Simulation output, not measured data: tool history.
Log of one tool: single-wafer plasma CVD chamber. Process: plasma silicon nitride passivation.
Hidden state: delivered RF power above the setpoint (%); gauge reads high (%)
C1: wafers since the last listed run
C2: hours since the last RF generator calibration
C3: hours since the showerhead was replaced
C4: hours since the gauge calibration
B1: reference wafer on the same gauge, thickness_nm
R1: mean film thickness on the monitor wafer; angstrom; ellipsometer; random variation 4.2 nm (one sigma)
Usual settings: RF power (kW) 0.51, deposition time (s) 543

{"run": 1, "hour": 0.0, "RF power (kW)": 0.51, "deposition time (s)": 543, "C1": 0, "C2": 555.8, "C3": 5969.1, "C4": 663.3, "B1": 931.846, "R1": 7740.73}
{"run": 2, "hour": 18.6, "RF power (kW)": 0.51, "deposition time (s)": 543, "C1": 62, "C2": 574.4, "C3": 5987.7, "C4": 681.9, "B1": 931.682, "R1": 7823.58}
{"run": 3, "hour": 47.1, "RF power (kW)": 0.51, "deposition time (s)": 543, "C1": 95, "C2": 602.9, "C3": 6016.2, "C4": 710.4, "B1": 931.835, "R1": 7750.29}
{"run": 4, "hour": 78.8, "RF power (kW)": 0.51, "deposition time (s)": 543, "C1": 106, "C2": 634.6, "C3": 6047.9, "C4": 742.1, "B1": 931.477, "R1": 7743.73}
{"run": 5, "hour": 110.5, "RF power (kW)": 0.51, "deposition time (s)": 461, "C1": 106, "C2": 666.3, "C3": 6079.6, "C4": 773.8, "B1": 932.443, "R1": 6556.67}
{"run": 6, "hour": 137.7, "RF power (kW)": 0.51, "deposition time (s)": 461, "C1": 91, "C2": 693.5, "C3": 6106.8, "C4": 801, "B1": 932.591, "R1": 6593.99}
{"run": 7, "hour": 150.6, "RF power (kW)": 0.51, "deposition time (s)": 461, "C1": 43, "C2": 706.4, "C3": 6119.7, "C4": 813.9, "B1": 932.127, "R1": 6658.45}
{"run": 8, "hour": 193.5, "RF power (kW)": 0.51, "deposition time (s)": 543, "C1": 144, "C2": 749.3, "C3": 6162.6, "C4": 856.8, "B1": 931.817, "R1": 7741.82}
{"run": 9, "hour": 212.6, "RF power (kW)": 0.51, "deposition time (s)": 543, "C1": 64, "C2": 768.4, "C3": 6181.7, "C4": 875.9, "B1": 932.442, "R1": 7781.81}
{"run": 10, "hour": 233.2, "RF power (kW)": 0.51, "deposition time (s)": 543, "C1": 69, "C2": 789, "C3": 6202.3, "C4": 896.5, "B1": 932.566, "R1": 7779.05}
{"run": 11, "hour": 265.3, "RF power (kW)": 0.51, "deposition time (s)": 543, "C1": 107, "C2": 821.1, "C3": 6234.4, "C4": 928.6, "B1": 932.535, "R1": 7750.12}
{"run": 12, "hour": 288.1, "RF power (kW)": 0.435, "deposition time (s)": 543, "C1": 76, "C2": 843.9, "C3": 6257.2, "C4": 951.4, "B1": 930.848, "R1": 7208.67}
{"run": 13, "hour": 319.8, "RF power (kW)": 0.435, "deposition time (s)": 543, "C1": 106, "C2": 875.6, "C3": 6288.9, "C4": 983.1, "B1": 933.109, "R1": 7203.34}
{"run": 14, "hour": 354.9, "RF power (kW)": 0.435, "deposition time (s)": 543, "C1": 118, "C2": 910.7, "C3": 6324, "C4": 1018.2, "B1": 932.498, "R1": 7178.55}
{"run": 15, "hour": 384.4, "RF power (kW)": 0.51, "deposition time (s)": 618, "C1": 99, "C2": 940.2, "C3": 6353.5, "C4": 1047.7, "B1": 932.217, "R1": 8690.32}
{"run": 16, "hour": 427.4, "RF power (kW)": 0.51, "deposition time (s)": 618, "C1": 144, "C2": 983.2, "C3": 6396.5, "C4": 1090.7, "B1": 930.976, "R1": 8639.72}
{"run": 17, "hour": 444.6, "RF power (kW)": 0.51, "deposition time (s)": 543, "C1": 57, "C2": 1000.4, "C3": 6413.7, "C4": 1107.9, "B1": 931.93, "R1": 7682.72}
{"run": 18, "hour": 458.6, "RF power (kW)": 0.51, "deposition time (s)": 543, "C1": 47, "C2": 1014.4, "C3": 6427.7, "C4": 1121.9, "B1": 932.748, "R1": 7627.95}
{"run": 19, "hour": 484.4, "RF power (kW)": 0.51, "deposition time (s)": 543, "C1": 86, "C2": 1040.2, "C3": 6453.5, "C4": 1147.7, "B1": 933.391, "R1": 7709.55}
{"run": 20, "hour": 499.7, "RF power (kW)": 0.51, "deposition time (s)": 543, "C1": 51, "C2": 1055.5, "C3": 6468.8, "C4": 1163, "B1": 932.166, "R1": 7579.26}
{"run": 21, "hour": 525.7, "RF power (kW)": 0.51, "deposition time (s)": 543, "C1": 87, "C2": 1081.5, "C3": 6494.8, "C4": 1189, "B1": 931.827, "R1": 7639.55}
{"run": 22, "hour": 539.8, "RF power (kW)": 0.51, "deposition time (s)": 543, "C1": 47, "C2": 1095.6, "C3": 6508.9, "C4": 1203.1, "B1": 933.442, "R1": 7700.33}
{"hour": 556.4, "done": "gauge calibrated"}
{"run": 23, "hour": 570.8, "RF power (kW)": 0.61, "deposition time (s)": 596, "C1": 104, "C2": 1126.6, "C3": 6539.9, "C4": 14.4, "B1": 932.911, "R1": 8999.72}
{"run": 24, "hour": 588.7, "RF power (kW)": 0.51, "deposition time (s)": 543, "C1": 60, "C2": 1144.5, "C3": 6557.8, "C4": 32.3, "B1": 932.737, "R1": 7580.08}
{"run": 25, "hour": 619.3, "RF power (kW)": 0.51, "deposition time (s)": 624, "C1": 102, "C2": 1175.1, "C3": 6588.4, "C4": 62.9, "B1": 931.798, "R1": 8822.47}
{"hour": 642.9, "done": "RF generator calibrated"}
{"run": 26, "hour": 643.4, "RF power (kW)": 0.51, "deposition time (s)": 543, "C1": 54, "C2": 0.5, "C3": 6612.5, "C4": 87, "B1": 932.302, "R1": 7775.58}
{"run": 27, "hour": 672.7, "RF power (kW)": 0.46, "deposition time (s)": 543, "C1": 98, "C2": 29.8, "C3": 6641.8, "C4": 116.3, "B1": 930.859, "R1": 7494.44}
{"run": 28, "hour": 705.3, "RF power (kW)": 0.605, "deposition time (s)": 543, "C1": 109, "C2": 62.4, "C3": 6674.4, "C4": 148.9, "B1": 932.034, "R1": 8369.15}
{"run": 29, "hour": 730.3, "RF power (kW)": 0.51, "deposition time (s)": 543, "C1": 84, "C2": 87.4, "C3": 6699.4, "C4": 173.9, "B1": 932.281, "R1": 7880.59}
{"run": 30, "hour": 756.4, "RF power (kW)": 0.42, "deposition time (s)": 543, "C1": 87, "C2": 113.5, "C3": 6725.5, "C4": 200, "B1": 932.288, "R1": 7243.2}
{"run": 31, "hour": 790.8, "RF power (kW)": 0.61, "deposition time (s)": 502, "C1": 115, "C2": 147.9, "C3": 6759.9, "C4": 234.4, "B1": 931.128, "R1": 7714.03}
{"run": 32, "hour": 813.4, "RF power (kW)": 0.445, "deposition time (s)": 543, "C1": 75, "C2": 170.5, "C3": 6782.5, "C4": 257, "B1": 931.051, "R1": 7284.57}
{"hour": 827.3, "done": "showerhead replaced"}
{"run": 33, "hour": 828.4, "RF power (kW)": 0.6, "deposition time (s)": 438, "C1": 23, "C2": 185.5, "C3": 1.1, "C4": 272, "B1": 932.556, "R1": 6721.38}
{"run": 34, "hour": 852.4, "RF power (kW)": 0.44, "deposition time (s)": 575, "C1": 80, "C2": 209.5, "C3": 25.1, "C4": 296, "B1": 931.623, "R1": 7771.08}
{"run": 35, "hour": 864.7, "RF power (kW)": 0.61, "deposition time (s)": 622, "C1": 41, "C2": 221.8, "C3": 37.4, "C4": 308.3, "B1": 932.721, "R1": 9601.88}
{"run": 36, "hour": 898.8, "RF power (kW)": 0.51, "deposition time (s)": 543, "C1": 114, "C2": 255.9, "C3": 71.5, "C4": 342.4, "B1": 932.335, "R1": 7836.97}
{"run": 37, "hour": 913.2, "RF power (kW)": 0.51, "deposition time (s)": 617, "C1": 48, "C2": 270.3, "C3": 85.9, "C4": 356.8, "B1": 931.643, "R1": 8846.48}
{"run": 38, "hour": 928.4, "RF power (kW)": 0.51, "deposition time (s)": 543, "C1": 51, "C2": 285.5, "C3": 101.1, "C4": 372, "B1": 931.807, "R1": 7819.01}
{"run": 39, "hour": 948.1, "RF power (kW)": 0.415, "deposition time (s)": 448, "C1": 66, "C2": 305.2, "C3": 120.8, "C4": 391.7, "B1": 931.35, "R1": 5903.96}
{"run": 40, "hour": 982.2, "RF power (kW)": 0.46, "deposition time (s)": 599, "C1": 114, "C2": 339.3, "C3": 154.9, "C4": 425.8, "B1": 931.996, "R1": 8243.62}
{"run": 41, "hour": 1011.8, "RF power (kW)": 0.51, "deposition time (s)": 461, "C1": 99, "C2": 368.9, "C3": 184.5, "C4": 455.4, "B1": 932.556, "R1": 6617.27}
{"run": 42, "hour": 1035.5, "RF power (kW)": 0.51, "deposition time (s)": 543, "C1": 79, "C2": 392.6, "C3": 208.2, "C4": 479.1, "B1": 930.769, "R1": 7737.66}
{"run": 43, "hour": 1140.1, "RF power (kW)": 0.44, "deposition time (s)": 543, "C1": 351, "C2": 497.2, "C3": 312.8, "C4": 583.7, "B1": 931.038, "R1": 7316.6}
{"run": 44, "hour": 1166.9, "RF power (kW)": 0.585, "deposition time (s)": 580, "C1": 90, "C2": 524, "C3": 339.6, "C4": 610.5, "B1": 931.517, "R1": 8738.36}

3 ways to go on from here, each from the tool as it stands after run 44. What would each give?
{"run": "A", "hour": 1167.5, "RF power (kW)": 0.51, "deposition time (s)": 543, "C1": 2, "C2": 524.6, "C3": 340.2, "C4": 611.1, "B1": "?", "R1": "?"}
{"run": "B", "hour": 1167.5, "RF power (kW)": 0.58, "deposition time (s)": 633, "C1": 2, "C2": 524.6, "C3": 340.2, "C4": 611.1, "B1": "?", "R1": "?"}
{"run": "C", "hour": 1167.5, "RF power (kW)": 0.45, "deposition time (s)": 446, "C1": 2, "C2": 524.6, "C3": 340.2, "C4": 611.1, "B1": "?", "R1": "?"}

run=A B1=932.41 R1=7747.91
run=B B1=932.41 R1=9498.02
run=C B1=932.41 R1=6047.16
Without the tool's hidden state the same runs would have given:
run=A R1=7802.99
run=B R1=9565.53
run=C R1=6090.15
